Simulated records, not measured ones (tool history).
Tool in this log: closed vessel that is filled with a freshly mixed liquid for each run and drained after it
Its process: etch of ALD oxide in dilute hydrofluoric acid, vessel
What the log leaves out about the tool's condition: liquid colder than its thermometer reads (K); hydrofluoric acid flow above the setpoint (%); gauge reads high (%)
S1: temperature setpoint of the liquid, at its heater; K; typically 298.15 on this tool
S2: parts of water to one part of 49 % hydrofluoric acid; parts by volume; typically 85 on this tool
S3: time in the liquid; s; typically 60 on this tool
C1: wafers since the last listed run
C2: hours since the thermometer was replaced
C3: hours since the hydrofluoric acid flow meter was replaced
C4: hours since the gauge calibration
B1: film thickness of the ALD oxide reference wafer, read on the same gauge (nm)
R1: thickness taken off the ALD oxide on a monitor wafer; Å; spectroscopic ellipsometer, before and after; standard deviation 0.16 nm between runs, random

run,day,S1,S2,S3,C1,C2,C3,C4,B1,R1
1,0,298.15,85,75,0,2025.2,458.8,270,69.97,280.1
2,1.212,298.15,85,75,3230,2054.3,487.9,299.1,70.01,281.5
3,2.346,298.15,85,75,3019,2081.5,515.1,326.3,70,282.3
4,4.183,298.15,85,60,4895,2125.6,559.2,370.4,70.02,227.7
5,6.375,298.15,85,70,5839,2178.2,611.8,423,70.04,261.7
6,8.238,298.15,85,70,4962,2222.9,656.5,467.7,69.99,262.2
7,11.179,298.15,85,70,7837,2293.5,727.1,538.3,69.99,258.3
8,13.754,298.15,85,60,6860,2355.3,788.9,600.1,69.97,221.6
# day 14.571: gauge calibrated
9,16.304,298.15,85,60,6794,2416.5,850.1,41.6,70,224.1
10,18.504,298.15,85,60,5861,2469.3,902.9,94.4,70,220.3
11,19.879,300.65,85,75,3663,2502.3,935.9,127.4,69.97,303.5
12,21.596,298.15,55,60,4573,2543.5,977.1,168.6,70,352.5
13,22.646,298.15,85,80,2797,2568.7,1002.3,193.8,69.97,296
14,25.354,301.65,110,80,7215,2633.7,1067.3,258.8,70.03,252.9
15,26.4,298.15,120,35,2786,2658.8,1092.4,283.9,70.01,87.6
16,28.671,298.15,55,80,6050,2713.3,1146.9,338.4,69.96,469.8
17,30.083,302.15,85,50,3763,2747.2,1180.8,372.3,70.01,211
# day 31.712: thermometer replaced
18,31.783,298.15,85,60,4418,1.7,1221.6,413.1,70.05,243.3
# day 32.233: hydrofluoric acid flow meter replaced
19,35.525,296.15,85,60,9858,91.5,79,502.9,69.96,225.7
20,38.092,293.65,85,60,6838,153.1,140.6,564.5,69.98,204.5
21,40.029,298.15,85,75,5162,199.6,187.1,611,70.02,305.2
# day 41.729: gauge calibrated
22,42.379,298.15,85,40,6261,256,243.5,15.6,69.97,161.8
23,44.767,298.15,85,90,6361,313.3,300.8,72.9,70.01,361.6

For each run, what was the tool's unlogged condition?
hydrofluoric acid flow above the setpoint (%): 0 on each run
gauge reads high (%): 0 on each run
H1: liquid colder than its thermometer reads (K)
run,H1
1,2.15
2,2.18
3,2.21
4,2.26
5,2.31
6,2.36
7,2.43
8,2.49
9,2.56
10,2.61
11,2.64
12,2.69
13,2.71
14,2.78
15,2.81
16,2.86
17,2.9
18,0.0827
19,0.175
20,0.239
21,0.287
22,0.345
23,0.404
